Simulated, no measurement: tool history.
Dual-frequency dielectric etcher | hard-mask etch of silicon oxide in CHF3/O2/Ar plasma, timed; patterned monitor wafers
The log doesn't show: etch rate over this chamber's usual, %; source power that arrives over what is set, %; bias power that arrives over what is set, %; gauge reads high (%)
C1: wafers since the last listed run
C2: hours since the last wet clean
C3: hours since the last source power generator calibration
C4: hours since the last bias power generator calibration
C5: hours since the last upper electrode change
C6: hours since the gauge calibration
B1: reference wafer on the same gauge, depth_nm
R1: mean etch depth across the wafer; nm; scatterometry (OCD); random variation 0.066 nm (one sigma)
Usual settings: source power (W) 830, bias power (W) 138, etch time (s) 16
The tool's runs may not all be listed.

run 1 day=0 | source_power_(W)=830 bias_power_(W)=138 etch_time_(s)=16 | C1=0 C2=182.9 C3=3060.4 C4=2146.8 C5=2552.2 C6=160.5 | B1=29.79 | R1=33.27
run 2 day=0.571 | source_power_(W)=830 bias_power_(W)=138 etch_time_(s)=16 | C1=195 C2=196.6 C3=3074.1 C4=2160.5 C5=2565.9 C6=174.2 | B1=29.8 | R1=33.38
run 3 day=1.35 | source_power_(W)=830 bias_power_(W)=138 etch_time_(s)=16 | C1=266 C2=215.3 C3=3092.8 C4=2179.2 C5=2584.6 C6=192.9 | B1=29.83 | R1=33.18
-- day=3.512 upper electrode replaced
run 4 day=3.533 | source_power_(W)=830 bias_power_(W)=138 etch_time_(s)=17.5 | C1=404 C2=267.7 C3=3145.2 C4=2231.6 C5=0.5 C6=245.3 | B1=29.83 | R1=36.26
run 5 day=3.804 | source_power_(W)=830 bias_power_(W)=138 etch_time_(s)=17.5 | C1=92 C2=274.2 C3=3151.7 C4=2238.1 C5=7 C6=251.8 | B1=29.8 | R1=36.39
run 6 day=4.888 | source_power_(W)=830 bias_power_(W)=123 etch_time_(s)=16 | C1=370 C2=300.2 C3=3177.7 C4=2264.1 C5=33 C6=277.8 | B1=29.8 | R1=32.12
run 7 day=6.208 | source_power_(W)=720 bias_power_(W)=138 etch_time_(s)=16 | C1=451 C2=331.9 C3=3209.4 C4=2295.8 C5=64.7 C6=309.5 | B1=29.78 | R1=30.04
run 8 day=6.783 | source_power_(W)=830 bias_power_(W)=138 etch_time_(s)=16 | C1=196 C2=345.7 C3=3223.2 C4=2309.6 C5=78.5 C6=323.3 | B1=29.77 | R1=33.02
run 9 day=7.979 | source_power_(W)=830 bias_power_(W)=138 etch_time_(s)=16 | C1=408 C2=374.4 C3=3251.9 C4=2338.3 C5=107.2 C6=352 | B1=29.78 | R1=33.11
run 10 day=9.008 | source_power_(W)=830 bias_power_(W)=138 etch_time_(s)=16 | C1=351 C2=399.1 C3=3276.6 C4=2363 C5=131.9 C6=376.7 | B1=29.81 | R1=33.03
run 11 day=9.971 | source_power_(W)=830 bias_power_(W)=138 etch_time_(s)=16 | C1=329 C2=422.2 C3=3299.7 C4=2386.1 C5=155 C6=399.8 | B1=29.78 | R1=33.01
run 12 day=10.754 | source_power_(W)=830 bias_power_(W)=119 etch_time_(s)=15 | C1=267 C2=441 C3=3318.5 C4=2404.9 C5=173.8 C6=418.6 | B1=29.8 | R1=29.51
run 13 day=11.504 | source_power_(W)=830 bias_power_(W)=138 etch_time_(s)=16 | C1=256 C2=459 C3=3336.5 C4=2422.9 C5=191.8 C6=436.6 | B1=29.83 | R1=32.83
run 14 day=12.496 | source_power_(W)=830 bias_power_(W)=138 etch_time_(s)=18.5 | C1=339 C2=482.8 C3=3360.3 C4=2446.7 C5=215.6 C6=460.4 | B1=29.79 | R1=37.92
run 15 day=13.658 | source_power_(W)=1010 bias_power_(W)=138 etch_time_(s)=16 | C1=397 C2=510.7 C3=3388.2 C4=2474.6 C5=243.5 C6=488.3 | B1=29.81 | R1=37.03
-- day=14.688 gauge calibrated
run 16 day=14.767 | source_power_(W)=830 bias_power_(W)=167 etch_time_(s)=12 | C1=379 C2=537.3 C3=3414.8 C4=2501.2 C5=270.1 C6=1.9 | B1=29.78 | R1=26.01
-- day=15.362 bias power generator calibrated
run 17 day=15.621 | source_power_(W)=830 bias_power_(W)=169 etch_time_(s)=12 | C1=235 C2=557.8 C3=3435.3 C4=6.2 C5=290.6 C6=22.4 | B1=29.82 | R1=26.07
-- day=16.175 source power generator calibrated
-- day=16.633 wet clean of the chamber
run 18 day=16.725 | source_power_(W)=700 bias_power_(W)=168 etch_time_(s)=14.5 | C1=164 C2=2.2 C3=13.2 C4=32.7 C5=317.1 C6=48.9 | B1=29.78 | R1=29.7
run 19 day=20.438 | source_power_(W)=650 bias_power_(W)=138 etch_time_(s)=18.5 | C1=1269 C2=91.3 C3=102.3 C4=121.8 C5=406.2 C6=138 | B1=29.8 | R1=33.69
run 20 day=21.688 | source_power_(W)=830 bias_power_(W)=138 etch_time_(s)=16 | C1=427 C2=121.3 C3=132.3 C4=151.8 C5=436.2 C6=168 | B1=29.8 | R1=34.39
run 21 day=22.362 | source_power_(W)=830 bias_power_(W)=113 etch_time_(s)=16 | C1=230 C2=137.5 C3=148.5 C4=168 C5=452.4 C6=184.2 | B1=29.79 | R1=32.41
run 22 day=23.054 | source_power_(W)=980 bias_power_(W)=138 etch_time_(s)=17.5 | C1=236 C2=154.1 C3=165.1 C4=184.6 C5=469 C6=200.8 | B1=29.81 | R1=41.26
run 23 day=24.362 | source_power_(W)=940 bias_power_(W)=152 etch_time_(s)=14 | C1=447 C2=185.5 C3=196.5 C4=216 C5=500.4 C6=232.2 | B1=29.81 | R1=33.15
run 24 day=25.321 | source_power_(W)=650 bias_power_(W)=138 etch_time_(s)=18.5 | C1=327 C2=208.5 C3=219.5 C4=239 C5=523.4 C6=255.2 | B1=29.81 | R1=33.47
run 25 day=25.883 | source_power_(W)=830 bias_power_(W)=164 etch_time_(s)=16 | C1=192 C2=222 C3=233 C4=252.5 C5=536.9 C6=268.7 | B1=29.78 | R1=35.99
run 26 day=27.2 | source_power_(W)=940 bias_power_(W)=167 etch_time_(s)=20.5 | C1=450 C2=253.6 C3=264.6 C4=284.1 C5=568.5 C6=300.3 | B1=29.82 | R1=49.73
run 27 day=27.821 | source_power_(W)=830 bias_power_(W)=171 etch_time_(s)=12 | C1=212 C2=268.5 C3=279.5 C4=299 C5=583.4 C6=315.2 | B1=29.83 | R1=27.2
run 28 day=28.546 | source_power_(W)=830 bias_power_(W)=152 etch_time_(s)=16 | C1=247 C2=285.9 C3=296.9 C4=316.4 C5=600.8 C6=332.6 | B1=29.78 | R1=35.01
run 29 day=29.296 | source_power_(W)=830 bias_power_(W)=138 etch_time_(s)=16 | C1=256 C2=303.9 C3=314.9 C4=334.4 C5=618.8 C6=350.6 | B1=29.81 | R1=34.05
run 30 day=30 | source_power_(W)=900 bias_power_(W)=116 etch_time_(s)=16 | C1=240 C2=320.8 C3=331.8 C4=351.3 C5=635.7 C6=367.5 | B1=29.79 | R1=33.92
run 31 day=31.488 | source_power_(W)=830 bias_power_(W)=169 etch_time_(s)=12 | C1=508 C2=356.5 C3=367.5 C4=387 C5=671.4 C6=403.2 | B1=29.79 | R1=27.1

3 ways to go on from here, each from the tool as it stands after run 31. What would each give?
run A day=31.504 | source_power_(W)=830 bias_power_(W)=138 etch_time_(s)=16 | C1=5 C2=356.9 C3=367.9 C4=387.4 C5=671.8 C6=403.6 | B1=? | R1=?
run B day=31.504 | source_power_(W)=770 bias_power_(W)=138 etch_time_(s)=16 | C1=5 C2=356.9 C3=367.9 C4=387.4 C5=671.8 C6=403.6 | B1=? | R1=?
run C day=31.504 | source_power_(W)=760 bias_power_(W)=120 etch_time_(s)=12.5 | C1=5 C2=356.9 C3=367.9 C4=387.4 C5=671.8 C6=403.6 | B1=? | R1=?

run=A B1=29.76 R1=33.73
run=B B1=29.76 R1=32.15
run=C B1=29.76 R1=23.9
Without the tool's hidden state the same runs would have given:
run=A R1=34.19
run=B R1=32.58
run=C R1=24.23
